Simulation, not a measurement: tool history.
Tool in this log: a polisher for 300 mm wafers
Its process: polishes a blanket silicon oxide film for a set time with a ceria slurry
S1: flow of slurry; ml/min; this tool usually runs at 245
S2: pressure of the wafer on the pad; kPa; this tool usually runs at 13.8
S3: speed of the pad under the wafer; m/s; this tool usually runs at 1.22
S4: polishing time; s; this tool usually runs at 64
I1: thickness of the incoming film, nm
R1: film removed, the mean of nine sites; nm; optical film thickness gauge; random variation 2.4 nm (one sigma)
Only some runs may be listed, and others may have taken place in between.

run   hour   S1    S2    S3  S4      I1     R1
  1      0  245  13.8  1.22  64  1276.6  207.4
  2   12.2  245  13.8  1.22  64  1285.1  207.8
  3   29.3  245  13.8  1.22  64  1276.8  209.4
  4   60.5  280  13.8  1.22  81  1262.7    268
  5   90.5  280  13.8  1.22  81  1274.5  272.4
     101.6  -- worn pad replaced by a new one
  6  168.5  245  13.8  1.22  77    1285  253.8
  7  185.9  245    11  1.22  54  1271.6  140.9
  8  215.9  205  13.8  1.22  64  1248.4  203.1
  9  246.2  205  13.8  1.22  64  1272.3  205.5
 10  266.1  245  13.8   0.9  48  1268.4    116
 11  289.4  245  13.8   0.9  48  1273.5  115.5
 12  311.7  245  13.8  1.06  64  1273.6  179.9
     316.6  -- worn pad replaced by a new one
 13  326.8  245  13.8  1.06  64  1259.1    185
     341.8  -- slurry nozzle cleaned
     411.7  -- head pressure recalibrated
 14  413.1  245  13.8  1.06  64  1263.4  181.7
 15  429.7  245  12.4  1.22  64  1284.6    188
 16  445.2  245  12.4  1.22  64  1277.4  188.6
 17  479.6  245    11  1.22  64  1276.6  164.2
 18    495  245  17.2  1.22  64  1267.2  266.3
     529.3  -- worn pad replaced by a new one
 19  529.8  245  15.9  1.22  64  1275.5  236.8
 20  548.8  280  13.8  1.22  81  1264.7  270.1
 21  571.4  245  13.8  1.22  64  1278.8  205.9
 22  590.7  245  13.8  1.54  64    1263  262.3
 23    616  245  13.8  1.22  64  1278.7  206.8
 24    652  245  13.8  1.22  64  1286.9  211.2
 25  670.2  245  16.5  1.22  64  1280.9  255.3
 26  703.6  185  13.8  1.22  64  1256.1  202.1
     742.7  -- worn pad replaced by a new one
 27  743.2  245  13.8  1.22  64  1267.5  210.5
 28  760.2  245  16.5  1.22  64  1270.4  251.6
 29  779.4  210  15.9  1.22  64  1264.4  232.1
 30  799.2  310  11.7   0.8  64  1261.4  118.3
 31  828.1  245  16.5  1.22  58  1284.9  226.2
 32  842.7  245  13.8  1.22  64  1254.3  208.8
 33  868.1  245  13.8  1.22  64  1252.8  205.2
 34  882.4  245  11.7  1.22  48    1293  133.2
 35  910.6  190  13.8  1.22  64  1258.9  204.8
     938.9  -- worn pad replaced by a new one
 36  945.8  190  13.8  1.22  64  1258.8  204.1
 37  966.4  220  13.8   1.5  64  1266.9    248
 38  994.8  245     9   1.1  64  1287.3  121.3

Run-by-run hidden state of the tool:
removal rate lost through wear of the pad, %: 0 on each run
slurry flow missing at the pad, %: 0 on each run
deviation of the head's pressure from its setpoint, %: 0 on each run
